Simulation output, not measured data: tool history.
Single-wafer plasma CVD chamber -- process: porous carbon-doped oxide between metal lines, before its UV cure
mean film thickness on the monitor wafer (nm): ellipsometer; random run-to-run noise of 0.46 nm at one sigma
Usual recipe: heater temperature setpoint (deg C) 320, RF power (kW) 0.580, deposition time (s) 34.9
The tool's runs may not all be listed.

| run | hour | heater temperature setpoint (deg C) | RF power (kW) | deposition time (s) | read-back reference wafer on the same gauge, thickness_nm | mean film thickness on the monitor wafer (nm) |
|---|---|---|---|---|---|---|
| 1 | 0.0 | 320 | 0.580 | 34.9 | 171.994 | 205.758 |
| 2 | 8.0 | 320 | 0.525 | 34.9 | 172.059 | 189.809 |
| 3 | 24.5 | 320 | 0.525 | 34.9 | 172.060 | 189.516 |
| 4 | 41.1 | 320 | 0.580 | 30.6 | 172.069 | 181.006 |
| 5 | 50.3 | 320 | 0.580 | 30.6 | 171.974 | 180.343 |
| 6 | 68.0 | 320 | 0.580 | 34.9 | 171.908 | 205.251 |
| 7 | 80.7 | 320 | 0.580 | 34.9 | 171.988 | 204.672 |
|  | 86.5 | gauge calibrated |
| 8 | 87.1 | 320 | 0.580 | 34.9 | 171.978 | 204.627 |
| 9 | 101.5 | 320 | 0.580 | 34.9 | 171.960 | 204.556 |
|  | 110.5 | thermocouple changed; heater temperature recalibrated |
| 10 | 113.6 | 320 | 0.580 | 34.9 | 171.947 | 204.285 |
| 11 | 122.3 | 320 | 0.580 | 34.9 | 171.972 | 204.965 |
|  | 136.0 | RF generator calibrated |
| 12 | 136.5 | 320 | 0.580 | 34.9 | 172.143 | 208.912 |
| 13 | 149.2 | 320 | 0.580 | 34.9 | 172.041 | 208.953 |
| 14 | 161.6 | 320 | 0.580 | 31.6 | 172.036 | 189.632 |
|  | 177.3 | showerhead replaced |
| 15 | 201.4 | 334 | 0.660 | 34.9 | 171.990 | 216.245 |
| 16 | 214.2 | 325 | 0.630 | 34.9 | 171.897 | 217.264 |
| 17 | 228.1 | 325 | 0.510 | 30.5 | 171.952 | 161.534 |
| 18 | 238.4 | 320 | 0.465 | 40.1 | 171.993 | 197.986 |
| 19 | 245.8 | 329 | 0.540 | 34.9 | 172.024 | 189.362 |
| 20 | 252.2 | 320 | 0.580 | 34.9 | 171.948 | 208.332 |
| 21 | 260.7 | 327 | 0.530 | 34.9 | 171.879 | 187.374 |
| 22 | 271.6 | 333 | 0.580 | 34.9 | 171.974 | 196.317 |
| 23 | 278.5 | 312 | 0.580 | 34.9 | 172.057 | 216.035 |
| 24 | 295.1 | 320 | 0.580 | 34.9 | 172.069 | 207.299 |
| 25 | 301.5 | 320 | 0.580 | 40.8 | 171.924 | 241.540 |
| 26 | 313.1 | 320 | 0.580 | 37.1 | 172.051 | 220.168 |
| 27 | 328.4 | 326 | 0.580 | 38.5 | 172.007 | 223.163 |
| 28 | 335.5 | 320 | 0.655 | 38.7 | 171.954 | 251.507 |
| 29 | 347.6 | 320 | 0.580 | 34.9 | 172.029 | 207.113 |
| 30 | 361.9 | 307 | 0.580 | 40.5 | 172.021 | 254.694 |
| 31 | 379.5 | 331 | 0.580 | 34.9 | 172.079 | 198.107 |
| 32 | 387.5 | 327 | 0.545 | 29.7 | 171.988 | 163.134 |
|  | 393.1 | gauge calibrated |
| 33 | 402.1 | 320 | 0.580 | 34.9 | 172.062 | 207.093 |
| 34 | 413.6 | 330 | 0.675 | 34.9 | 171.994 | 223.496 |
| 35 | 430.3 | 320 | 0.580 | 30.6 | 171.932 | 181.955 |

3 ways to go on from here, each from the tool as it stands after run 35. What would each give?
| A | 430.7 | 320 | 0.580 | 34.9 | ? | ? |
| B | 430.7 | 307 | 0.525 | 34.9 | ? | ? |
| C | 430.7 | 320 | 0.510 | 38.5 | ? | ? |

| run | read-back reference wafer on the same gauge, thickness_nm | mean film thickness on the monitor wafer (nm) |
|---|---|---|
| A | 171.982 | 206.967 |
| B | 171.982 | 202.915 |
| C | 171.982 | 205.331 |
The same runs, with their run-to-run variation unchanged, on a tool lacking any hidden condition would have given:
| run | mean film thickness on the monitor wafer (nm) |
|---|---|
| A | 209.983 |
| B | 205.935 |
| C | 208.436 |
